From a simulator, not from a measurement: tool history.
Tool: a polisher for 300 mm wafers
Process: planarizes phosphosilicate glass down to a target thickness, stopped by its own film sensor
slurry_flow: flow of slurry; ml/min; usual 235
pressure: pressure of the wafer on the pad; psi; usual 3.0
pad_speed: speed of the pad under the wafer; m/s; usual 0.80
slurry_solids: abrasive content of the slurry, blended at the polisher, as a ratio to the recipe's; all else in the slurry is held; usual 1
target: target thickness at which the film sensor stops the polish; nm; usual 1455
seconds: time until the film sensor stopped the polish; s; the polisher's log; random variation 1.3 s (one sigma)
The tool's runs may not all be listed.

| run | hour | slurry_flow | pressure | pad_speed | slurry_solids | target | wafers since the last listed run | wafers polished on this pad | hours since the slurry nozzle was cleaned | hours since the head pressure was calibrated | hours since the slurry blender was calibrated | hours since the conditioning disc was replaced | incoming thickness of the incoming film, nm | seconds |
|---|---|---|---|---|---|---|---|---|---|---|---|---|---|---|
| 1 | 0.0 | 235 | 3.0 | 0.98 | 1 | 1646 | 0 | 133 | 431.3 | 120.0 | 87.0 | 387.3 | 2166.4 | 69.8 |
| 2 | 8.5 | 235 | 3.0 | 0.80 | 1 | 1380 | 49 | 183 | 439.8 | 128.5 | 95.5 | 395.8 | 2199.8 | 127.9 |
| 3 | 25.0 | 235 | 3.0 | 0.80 | 1 | 1380 | 97 | 280 | 456.3 | 145.0 | 112.0 | 412.3 | 2168.3 | 122.4 |
| 4 | 40.6 | 235 | 3.0 | 0.80 | 1 | 1380 | 91 | 371 | 471.9 | 160.6 | 127.6 | 427.9 | 2189.0 | 127.5 |
| 5 | 50.1 | 190 | 3.0 | 0.80 | 1 | 1455 | 55 | 427 | 481.4 | 170.1 | 137.1 | 437.4 | 2130.8 | 109.7 |
| 6 | 57.4 | 190 | 3.0 | 0.80 | 1 | 1455 | 42 | 470 | 488.7 | 177.4 | 144.4 | 444.7 | 2154.0 | 114.2 |
| 7 | 68.7 | 235 | 3.0 | 0.80 | 1 | 1455 | 66 | 537 | 500.0 | 188.7 | 155.7 | 456.0 | 2182.0 | 113.8 |
| 8 | 84.1 | 235 | 3.0 | 0.80 | 1 | 1455 | 90 | 627 | 515.4 | 204.1 | 171.1 | 471.4 | 2105.5 | 102.6 |
| 9 | 92.1 | 235 | 3.0 | 0.80 | 1 | 1455 | 47 | 674 | 523.4 | 212.1 | 179.1 | 479.4 | 2128.5 | 104.4 |
| 10 | 106.3 | 235 | 2.7 | 0.80 | 1 | 1552 | 83 | 758 | 537.6 | 226.3 | 193.3 | 493.6 | 2127.6 | 99.6 |
|  | 127.0 | worn pad replaced by a new one |
| 11 | 127.5 | 235 | 2.7 | 0.80 | 1 | 1552 | 101 | 3 | 558.8 | 247.5 | 214.5 | 514.8 | 2141.9 | 104.7 |
| 12 | 130.9 | 235 | 2.7 | 0.80 | 1 | 1552 | 19 | 23 | 562.2 | 250.9 | 217.9 | 518.2 | 2137.7 | 104.3 |
| 13 | 145.9 | 235 | 2.6 | 0.80 | 1 | 1455 | 88 | 111 | 577.2 | 265.9 | 232.9 | 533.2 | 2156.2 | 125.4 |
|  | 158.6 | conditioning disc replaced and pad reconditioned |
| 14 | 162.1 | 235 | 3.0 | 0.80 | 1 | 1455 | 83 | 194 | 593.4 | 282.1 | 249.1 | 3.5 | 2123.5 | 106.2 |
|  | 166.8 | slurry nozzle cleaned |
| 15 | 180.0 | 235 | 2.1 | 0.80 | 1 | 1455 | 99 | 294 | 13.2 | 300.0 | 267.0 | 21.4 | 2161.1 | 161.1 |

Forecast run 16:
|  | 191.6 | slurry blender recalibrated |
| 16 | 194.5 | 235 | 2.6 | 0.80 | 1 | 1322 | 73 | 367 | 27.7 | 314.5 | 2.9 | 35.9 | 2128.7 | ? |

{"run 16": {"seconds": 146.7}}
Without the tool's hidden state the same run would have given seconds 146.7 s.

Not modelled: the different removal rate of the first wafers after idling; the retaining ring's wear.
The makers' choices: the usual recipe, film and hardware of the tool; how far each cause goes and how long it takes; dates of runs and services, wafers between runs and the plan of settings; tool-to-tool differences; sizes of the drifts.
